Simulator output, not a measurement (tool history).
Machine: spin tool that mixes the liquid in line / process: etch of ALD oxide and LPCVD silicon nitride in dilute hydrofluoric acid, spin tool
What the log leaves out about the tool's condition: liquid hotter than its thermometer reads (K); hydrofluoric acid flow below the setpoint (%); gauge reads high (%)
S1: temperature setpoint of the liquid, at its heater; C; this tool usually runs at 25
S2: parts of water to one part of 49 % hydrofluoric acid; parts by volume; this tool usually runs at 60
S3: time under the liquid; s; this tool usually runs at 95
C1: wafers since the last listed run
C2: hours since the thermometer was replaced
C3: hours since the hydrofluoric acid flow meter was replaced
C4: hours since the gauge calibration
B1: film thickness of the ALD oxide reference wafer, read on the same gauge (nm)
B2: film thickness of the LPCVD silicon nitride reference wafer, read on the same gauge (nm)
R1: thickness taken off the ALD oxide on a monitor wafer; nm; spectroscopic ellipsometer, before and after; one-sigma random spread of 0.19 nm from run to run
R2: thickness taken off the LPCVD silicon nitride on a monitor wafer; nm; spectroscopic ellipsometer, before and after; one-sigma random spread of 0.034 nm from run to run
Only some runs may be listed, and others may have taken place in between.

run     day    S1  S2   S3   C1      C2     C3     C4      B1       B2     R1     R2
  1       0  23.5  60   95    0  1291.2  527.3  574.3  109.99  140.018  27.75   0.75
  2   0.704    21  60   95  171  1308.1  544.2  591.2  110.01   139.99  24.85  0.627
  3   4.138    21  60   95  835  1390.5  626.6  673.6  110.01  140.007  25.18  0.736
  4     5.2    25  60   95  258    1416  652.1  699.1  110.01  139.993  29.39  0.899
  5   6.088    25  60   95  216  1437.3  673.4  720.4  109.98  139.987  29.61  0.876
      6.258  -- gauge calibrated
  6     7.2    25  60   95  270    1464  700.1   22.6     110  140.028  29.26  0.896
  7   8.438    25  60   95  301  1493.7  729.8   52.3     110  139.999  29.37  0.929
  8   9.179  22.5  60   95  180  1511.5  747.6   70.1     110  140.014  26.95  0.753
     10.433  -- thermometer replaced
     10.483  -- hydrofluoric acid flow meter replaced
  9  10.617    25  60   95  329     4.4    3.2  104.6     110  139.998  26.73  0.765
 10  11.662    29  70   95  254    29.5   28.3  129.7     110   140.01  26.96  0.918
 11  12.558  21.5  85  115  218      51   49.8  151.2     110   140.01  19.59  0.539
 12  13.404    25  60   60  205    71.3   70.1  171.5     110  140.003  16.97  0.522
 13  14.775    21  60   95  333   104.2    103  204.4  110.01   140.01  22.96  0.631
 14  15.379  28.5  75   95  147   118.7  117.5  218.9  110.01  140.011  24.57  0.781
 15  16.017    29  40   80  155     134  132.8  234.2     110  140.029  41.36  1.135
 16  17.308    28  60   95  314     165  163.8  265.2  110.01  140.003  30.98  0.966
 17   18.15  23.5  80   95  204   185.2    184  285.4     110  139.986  19.06  0.476
 18  18.721  22.5  45  135  138   198.9  197.7  299.1  110.01  140.029  48.36  1.261
 19  19.821    23  85  135  267   225.3  224.1  325.5  110.01  139.984  24.52  0.676
 20  20.762    25  60   95  229   247.9  246.7  348.1     110  139.999   27.8   0.84
 21  21.592    23  50   95  201   267.8  266.6    368     110  140.004  30.55  0.841
 22  22.129    29  45   45  130   280.7  279.5  380.9  110.01  140.018  20.82  0.646
 23  22.638  27.5  60  135  123   292.9  291.7  393.1  109.97  140.008  43.39   1.35
 24  23.829    25  90  140  290   321.5  320.3  421.7  110.01  140.008  25.79  0.762
 25  24.483    27  35  125  159   337.2    336  437.4     110  140.003   70.5  2.036
 26   25.05    25  60   95  137   350.8  349.6    451     110  140.025  27.85  0.884
 27  26.508    25  80  115  354   385.8  384.6    486  110.02  139.999   24.3   0.74

Alternative continuations, all from the tool just after run 27; predict every row:
  A  26.525  25  60   95   4  386.2  385  486.4   ?   ?   ?   ?
  B  26.525  28  35  135   4  386.2  385  486.4   ?   ?   ?   ?
  C  26.525  22  60   95   4  386.2  385  486.4   ?   ?   ?   ?

run      B1       B2     R1     R2
  A  110.01  139.976  27.93  0.806
  B  110.01  139.976  79.57  2.369
  C  110.01  139.976  24.71  0.659
The same runs, with their run-to-run variation unchanged, on a tool lacking any hidden condition would have given:
run     R1     R2
  A  27.12  0.768
  B  77.26  2.258
  C  23.98  0.627
